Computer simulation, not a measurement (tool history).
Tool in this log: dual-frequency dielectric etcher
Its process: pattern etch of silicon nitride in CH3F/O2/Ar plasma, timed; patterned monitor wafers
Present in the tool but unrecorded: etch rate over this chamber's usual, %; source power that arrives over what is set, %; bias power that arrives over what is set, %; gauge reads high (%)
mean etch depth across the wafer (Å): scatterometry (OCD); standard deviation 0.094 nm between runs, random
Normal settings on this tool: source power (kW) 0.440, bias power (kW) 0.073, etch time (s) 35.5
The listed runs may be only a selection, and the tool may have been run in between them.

run    day  source power (kW)  bias power (kW)  etch time (s)  wafers since the last listed run  hours since the last wet clean  hours since the last source power generator calibration  hours since the last bias power generator calibration  hours since the last upper electrode change  hours since the gauge calibration  read-back reference wafer on the same gauge, depth_nm  mean etch depth across the wafer (Å)
  1  0.000              0.440            0.073           35.5                                 0                           495.9                                                   1663.5                                                 1690.8                                       2142.5                              107.8                                                  27.50                                 232.6
  2  0.300              0.440            0.073           35.5                                97                           503.1                                                   1670.7                                                 1698.0                                       2149.7                              115.0                                                  27.49                                 233.5
  3  0.817              0.390            0.073           33.0                               168                           515.5                                                   1683.1                                                 1710.4                                       2162.1                              127.4                                                  27.48                                 207.9
  4  1.292              0.390            0.073           33.0                               154                           526.9                                                   1694.5                                                 1721.8                                       2173.5                              138.8                                                  27.49                                 207.3
  5  1.550              0.440            0.073           35.5                                84                           533.1                                                   1700.7                                                 1728.0                                       2179.7                              145.0                                                  27.51                                 233.3
  6  2.167              0.440            0.073           41.0                               200                           547.9                                                   1715.5                                                 1742.8                                       2194.5                              159.8                                                  27.50                                 268.2
  7  2.708              0.440            0.073           41.0                               176                           560.9                                                   1728.5                                                 1755.8                                       2207.5                              172.8                                                  27.49                                 268.1
     3.400  -- bias power generator calibrated
  8  3.421              0.440            0.064           35.5                               177                           578.0                                                   1745.6                                                    0.5                                       2224.6                              189.9                                                  27.48                                 214.9
  9  3.788              0.440            0.081           35.5                               119                           586.8                                                   1754.4                                                    9.3                                       2233.4                              198.7                                                  27.51                                 245.1
     4.292  -- source power generator calibrated
     4.975  -- wet clean of the chamber
     5.042  -- gauge calibrated
     5.338  -- upper electrode replaced
 10  5.358              0.440            0.073           35.5                               116                             9.2                                                     25.6                                                   47.0                                          0.5                                7.6                                                  27.51                                 244.8
 11  5.371              0.510            0.085           39.5                                 4                             9.5                                                     25.9                                                   47.3                                          0.8                                7.9                                                  27.56                                 312.6
 12  5.388              0.440            0.073           35.5                                 5                             9.9                                                     26.3                                                   47.7                                          1.2                                8.3                                                  27.51                                 245.8
 13  5.858              0.440            0.073           35.5                               153                            21.2                                                     37.6                                                   59.0                                         12.5                               19.6                                                  27.54                                 246.2

What does the tool deliver on the next run?
 14  6.596              0.530            0.056           35.5                               239                            38.9                                                     55.3                                                   76.7                                         30.2                               37.3                                                      ?                                     ?

Logged for run 14: read-back reference wafer on the same gauge, depth_nm 27.47, mean etch depth across the wafer (Å) 228.1.
On a tool with no hidden condition, and with the same random variation, this run would have come out at mean etch depth across the wafer (Å) 228.2.

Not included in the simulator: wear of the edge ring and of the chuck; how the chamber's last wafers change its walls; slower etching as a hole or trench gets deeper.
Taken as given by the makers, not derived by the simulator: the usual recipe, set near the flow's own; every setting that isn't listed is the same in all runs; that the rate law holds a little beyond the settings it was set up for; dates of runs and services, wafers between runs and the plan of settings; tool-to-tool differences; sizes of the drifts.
